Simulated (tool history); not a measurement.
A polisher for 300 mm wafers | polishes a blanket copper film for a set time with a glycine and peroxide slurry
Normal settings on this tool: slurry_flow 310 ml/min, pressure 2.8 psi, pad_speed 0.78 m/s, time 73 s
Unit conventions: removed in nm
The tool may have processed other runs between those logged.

run   hour  slurry_flow  pressure  pad_speed  time  wafers since the last listed run  wafers polished on this pad  hours since the slurry nozzle was cleaned  hours since the head pressure was calibrated  incoming thickness of the incoming film, nm  removed
  1      0          310       2.8       0.78    73                                 0                          266                                       31.5                                          1135                                       2053.9    345.7
  2   19.7          310       2.8       0.78    73                               123                          389                                       51.2                                        1154.7                                       2090.4    338.9
      37.8  -- worn pad replaced by a new one
  3   42.5          310       2.8       0.78    73                               117                           29                                         74                                        1177.5                                       2059.3    347.9
  4   60.7          310       2.8       0.78    73                               113                          143                                       92.2                                        1195.7                                       2070.6    348.9
     133.1  -- worn pad replaced by a new one, of another model than before
       157  -- head pressure recalibrated
  5  160.4          310       2.8       0.78    73                               585                          158                                      191.9                                           3.4                                       2068.6    347.8
  6  179.3          310       2.8       0.78    73                               118                          276                                      210.8                                          22.3                                         2045    344.8
  7  210.2          310       2.8       0.78    73                               193                          469                                      241.7                                          53.2                                       2085.6    331.6
     235.8  -- worn pad replaced by a new one
  8  239.5          310       2.8       0.78    73                               158                           22                                        271                                          82.5                                       2064.9    355.8
     256.7  -- slurry nozzle cleaned
  9  270.6          310       2.8       0.78    73                               188                          211                                       13.9                                         113.6                                       2095.8    351.3
 10  306.3          310       1.9       0.94    97                               223                          434                                       49.6                                         149.3                                       2049.3    371.8
     322.6  -- worn pad replaced by a new one
 11  324.3          310       2.8       0.78    73                                87                           10                                       67.6                                         167.3                                         2064    353.7
 12    358          380       2.8       0.98    73                               210                          221                                      101.3                                           201                                       2062.2    391.6
 13  370.8          340       2.2       0.78    56                                80                          301                                      114.1                                         213.8                                         2068    223.8
 14  383.7          310       2.8       0.78    73                                80                          382                                        127                                         226.7                                         2062      343
 15  396.8          310       2.8        0.6    73                                81                          464                                      140.1                                         239.8                                       2037.1      303
       409  -- worn pad replaced by a new one
 16  414.5          310       2.8       0.78    73                                85                           34                                      157.8                                         257.5                                       2072.7    352.3
 17  450.1          310       2.2       0.64    97                               222                          257                                      193.4                                         293.1                                       2034.7      354
 18  465.6          400       2.8       0.78    73                                96                          354                                      208.9                                         308.6                                       2062.3    344.1

Here are 4 independent what-if runs from the current tool condition. What would each one return?
  A   466          310       2.8       0.78    73                                 2                          356                                      209.3                                           309                                         2089        ?
  B   466          205       3.6       0.78    73                                 2                          356                                      209.3                                           309                                         2089        ?
  C   466          310       2.8        0.9    66                                 2                          356                                      209.3                                           309                                         2089        ?
  D   466          260       2.3       0.78    73                                 2                          356                                      209.3                                           309                                         2089        ?

run  removed
  A      338
  B    404.4
  C    326.7
  D    291.3
What these runs would have given with no unlogged condition in the tool:
run  removed
  A      356
  B    425.9
  C      344
  D    306.8
